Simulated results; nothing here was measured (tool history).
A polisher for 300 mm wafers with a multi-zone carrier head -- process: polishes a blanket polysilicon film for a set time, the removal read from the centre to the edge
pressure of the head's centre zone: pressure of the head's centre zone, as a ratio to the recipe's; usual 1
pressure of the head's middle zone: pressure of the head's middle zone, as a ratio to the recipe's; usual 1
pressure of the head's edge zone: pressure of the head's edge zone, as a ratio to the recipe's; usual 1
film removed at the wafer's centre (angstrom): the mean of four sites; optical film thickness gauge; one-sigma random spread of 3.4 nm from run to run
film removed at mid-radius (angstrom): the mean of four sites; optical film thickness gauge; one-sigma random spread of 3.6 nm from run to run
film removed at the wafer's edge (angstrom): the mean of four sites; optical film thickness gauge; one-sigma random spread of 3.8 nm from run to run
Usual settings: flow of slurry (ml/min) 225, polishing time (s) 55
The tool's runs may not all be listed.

| run | hour | flow of slurry (ml/min) | pressure of the head's centre zone | pressure of the head's middle zone | pressure of the head's edge zone | polishing time (s) | wafers since the last listed run | wafers polished on this pad | hours since the slurry nozzle was cleaned | hours since the centre zone pressure was calibrated | hours since the edge zone pressure was calibrated | hours since the carrier head's membrane was replaced | incoming thickness of the incoming film, nm | film removed at the wafer's centre (angstrom) | film removed at mid-radius (angstrom) | film removed at the wafer's edge (angstrom) |
|---|---|---|---|---|---|---|---|---|---|---|---|---|---|---|---|---|
| 1 | 0 | 295 | 1.12 | 0.89 | 1 | 55 | 0 | 763 | 578.6 | 63.4 | 61.7 | 121.4 | 2079.6 | 3598 | 2956 | 3274 |
| 2 | 15.8 | 225 | 1 | 1 | 0.95 | 55 | 104 | 868 | 594.4 | 79.2 | 77.5 | 137.2 | 2056.7 | 3035 | 3087 | 3040 |
| 3 | 25 | 225 | 1 | 1 | 0.92 | 55 | 60 | 929 | 603.6 | 88.4 | 86.7 | 146.4 | 2062.5 | 3004 | 3031 | 2980 |
| 4 | 33.1 | 255 | 1 | 1 | 1 | 55 | 53 | 982 | 611.7 | 96.5 | 94.8 | 154.5 | 2035.5 | 3085 | 3130 | 3124 |
| 5 | 44.3 | 225 | 1 | 1 | 1 | 55 | 74 | 1057 | 622.9 | 107.7 | 106 | 165.7 | 2083 | 2993 | 3047 | 3096 |
| 6 | 55.4 | 225 | 1 | 1 | 1 | 66 | 73 | 1130 | 634 | 118.8 | 117.1 | 176.8 | 2080.8 | 3544 | 3632 | 3692 |
| 7 | 67.3 | 225 | 1.11 | 1 | 1 | 72 | 78 | 1209 | 645.9 | 130.7 | 129 | 188.7 | 2068.5 | 4183 | 3926 | 4048 |
|  | 79.9 | worn pad replaced by a new one |
| 8 | 80.4 | 225 | 1 | 1 | 1 | 55 | 60 | 3 | 659 | 143.8 | 142.1 | 201.8 | 2088.3 | 2887 | 3024 | 3064 |
| 9 | 91.8 | 180 | 0.97 | 0.96 | 1 | 55 | 75 | 78 | 670.4 | 155.2 | 153.5 | 213.2 | 2046.1 | 2626 | 2730 | 2915 |
| 10 | 125.1 | 270 | 1 | 1.09 | 1.1 | 37 | 220 | 299 | 703.7 | 188.5 | 186.8 | 246.5 | 2024.1 | 1974 | 2232 | 2187 |
| 11 | 136.5 | 225 | 1 | 1 | 1 | 55 | 75 | 375 | 715.1 | 199.9 | 198.2 | 257.9 | 2077.2 | 2813 | 2918 | 3034 |
| 12 | 153 | 300 | 1 | 1.05 | 0.94 | 55 | 109 | 484 | 731.6 | 216.4 | 214.7 | 274.4 | 2067.6 | 2997 | 3219 | 3094 |
|  | 158.5 | slurry nozzle cleaned |
| 13 | 165.2 | 170 | 1.04 | 1.12 | 1 | 70 | 74 | 558 | 6.7 | 228.6 | 226.9 | 286.6 | 2086.2 | 4140 | 4256 | 4001 |
| 14 | 175.4 | 255 | 1 | 0.93 | 1.07 | 48 | 67 | 626 | 16.9 | 238.8 | 237.1 | 296.8 | 2062.2 | 2852 | 2803 | 2925 |
| 15 | 191.4 | 225 | 0.88 | 1 | 1 | 55 | 105 | 732 | 32.9 | 254.8 | 253.1 | 312.8 | 2075.8 | 2838 | 3364 | 3301 |
| 16 | 200 | 225 | 1 | 1.08 | 0.96 | 63 | 56 | 789 | 41.5 | 263.4 | 261.7 | 321.4 | 2044 | 3712 | 4002 | 3588 |
| 17 | 217.3 | 255 | 1 | 0.93 | 1.07 | 48 | 114 | 903 | 58.8 | 280.7 | 279 | 338.7 | 2067.5 | 2840 | 2783 | 2981 |
| 18 | 227.8 | 225 | 1 | 1.09 | 1.09 | 55 | 69 | 973 | 69.3 | 291.2 | 289.5 | 349.2 | 2072.7 | 3250 | 3460 | 3388 |
| 19 | 237.3 | 255 | 0.93 | 0.89 | 1 | 61 | 62 | 1036 | 78.8 | 300.7 | 299 | 358.7 | 2067.8 | 3344 | 3443 | 3673 |
| 20 | 246.2 | 225 | 1.1 | 1.05 | 1 | 45 | 58 | 1095 | 87.7 | 309.6 | 307.9 | 367.6 | 2079.8 | 2939 | 2792 | 2593 |
| 21 | 256.9 | 225 | 1 | 1 | 1 | 55 | 70 | 1165 | 98.4 | 320.3 | 318.6 | 378.3 | 2066.6 | 3219 | 3251 | 3236 |
|  | 264.6 | worn pad replaced by a new one |
| 22 | 269.8 | 225 | 1 | 1 | 1 | 55 | 58 | 34 | 111.3 | 333.2 | 331.5 | 391.2 | 2110.6 | 3299 | 3277 | 3319 |
| 23 | 283.1 | 225 | 1 | 1.07 | 1 | 39 | 88 | 122 | 124.6 | 346.5 | 344.8 | 404.5 | 2074.9 | 2275 | 2393 | 2288 |

Describe how what the log doesn't record of the tool's condition differs between the last listed run preceding each entry between runs and the first listed run following it.
Logged between run 7 and run 8: worn pad replaced by a new one (hour 79.9)
  slurry flow missing at the pad, %: 37.7 -> 39
  measured value less the no-hidden-state value, film removed at the wafer's centre (angstrom): -450 -> -330; film removed at mid-radius (angstrom): -372 -> -304; film removed at the wafer's edge (angstrom): -276 -> -222
Logged between run 12 and run 13: slurry nozzle cleaned (hour 158.5)
  slurry flow missing at the pad, %: 46.7 -> 4.5
  measured value less the no-hidden-state value, film removed at the wafer's centre (angstrom): -351 -> -43; film removed at mid-radius (angstrom): -335 -> -39; film removed at the wafer's edge (angstrom): -236 -> -27
Logged between run 21 and run 22: worn pad replaced by a new one (hour 264.6)
  slurry flow missing at the pad, %: 5.23 -> 5.43
  measured value less the no-hidden-state value, film removed at the wafer's centre (angstrom): -28 -> -30; film removed at mid-radius (angstrom): -26 -> -27; film removed at the wafer's edge (angstrom): -19 -> -20
